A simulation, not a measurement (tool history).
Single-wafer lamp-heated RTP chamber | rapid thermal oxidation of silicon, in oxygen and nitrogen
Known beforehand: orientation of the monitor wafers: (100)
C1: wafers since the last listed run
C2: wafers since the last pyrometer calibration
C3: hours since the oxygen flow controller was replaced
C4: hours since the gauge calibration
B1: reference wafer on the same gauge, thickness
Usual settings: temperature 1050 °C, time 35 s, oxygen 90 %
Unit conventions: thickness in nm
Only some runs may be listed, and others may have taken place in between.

run 1 hour=0 | temperature=1050 time=35 oxygen=90 | C1=0 C2=3700 C3=5348.3 C4=660.4 | B1=6.425 | thickness=5.898
-- hour=30 pyrometer window cleaned and pyrometer calibrated
run 2 hour=70.8 | temperature=1050 time=35 oxygen=90 | C1=654 C2=424 C3=5419.1 C4=731.2 | B1=6.423 | thickness=5.793
run 3 hour=140.7 | temperature=1050 time=35 oxygen=73 | C1=728 C2=1153 C3=5489 C4=801.1 | B1=6.425 | thickness=5.425
run 4 hour=248.4 | temperature=1050 time=35 oxygen=73 | C1=1122 C2=2276 C3=5596.7 C4=908.8 | B1=6.406 | thickness=5.554
run 5 hour=311.7 | temperature=1050 time=35 oxygen=90 | C1=659 C2=2935 C3=5660 C4=972.1 | B1=6.427 | thickness=5.902
run 6 hour=353.1 | temperature=1050 time=35 oxygen=90 | C1=431 C2=3367 C3=5701.4 C4=1013.5 | B1=6.411 | thickness=5.962
-- hour=381 pyrometer window cleaned and pyrometer calibrated
run 7 hour=417.9 | temperature=1050 time=35 oxygen=90 | C1=592 C2=384 C3=5766.2 C4=1078.3 | B1=6.415 | thickness=6.138
run 8 hour=525 | temperature=1050 time=35 oxygen=90 | C1=1116 C2=1501 C3=5873.3 C4=1185.4 | B1=6.423 | thickness=6.18
-- hour=552.8 pyrometer window cleaned and pyrometer calibrated, repeated, since the last time left the tool worse
run 9 hour=615 | temperature=1050 time=35 oxygen=90 | C1=854 C2=648 C3=5963.3 C4=1275.4 | B1=6.429 | thickness=5.791
run 10 hour=659.9 | temperature=1050 time=35 oxygen=90 | C1=468 C2=1116 C3=6008.2 C4=1320.3 | B1=6.425 | thickness=5.887
run 11 hour=749.9 | temperature=1050 time=35 oxygen=90 | C1=938 C2=2054 C3=6098.2 C4=1410.3 | B1=6.41 | thickness=5.899
-- hour=774.6 gauge calibrated
run 12 hour=843.5 | temperature=1050 time=35 oxygen=98 | C1=975 C2=3030 C3=6191.8 C4=68.9 | B1=6.427 | thickness=6.108
-- hour=879.4 pyrometer window cleaned and pyrometer calibrated
run 13 hour=883.4 | temperature=1060 time=35 oxygen=98 | C1=332 C2=41 C3=6231.7 C4=108.8 | B1=6.429 | thickness=6.269
run 14 hour=927.8 | temperature=1059 time=25 oxygen=98 | C1=462 C2=504 C3=6276.1 C4=153.2 | B1=6.422 | thickness=5.517

Run 15 is up next; what results do you expect?
-- hour=957.7 oxygen flow controller replaced
run 15 hour=966.1 | temperature=1050 time=40 oxygen=90 | C1=315 C2=819 C3=8.4 C4=191.5 | B1=? | thickness=?

{"run 15": {"B1": 6.422, "thickness": 6.142}}
Had the tool carried no hidden state, the very same run would have given thickness 6.001 nm.

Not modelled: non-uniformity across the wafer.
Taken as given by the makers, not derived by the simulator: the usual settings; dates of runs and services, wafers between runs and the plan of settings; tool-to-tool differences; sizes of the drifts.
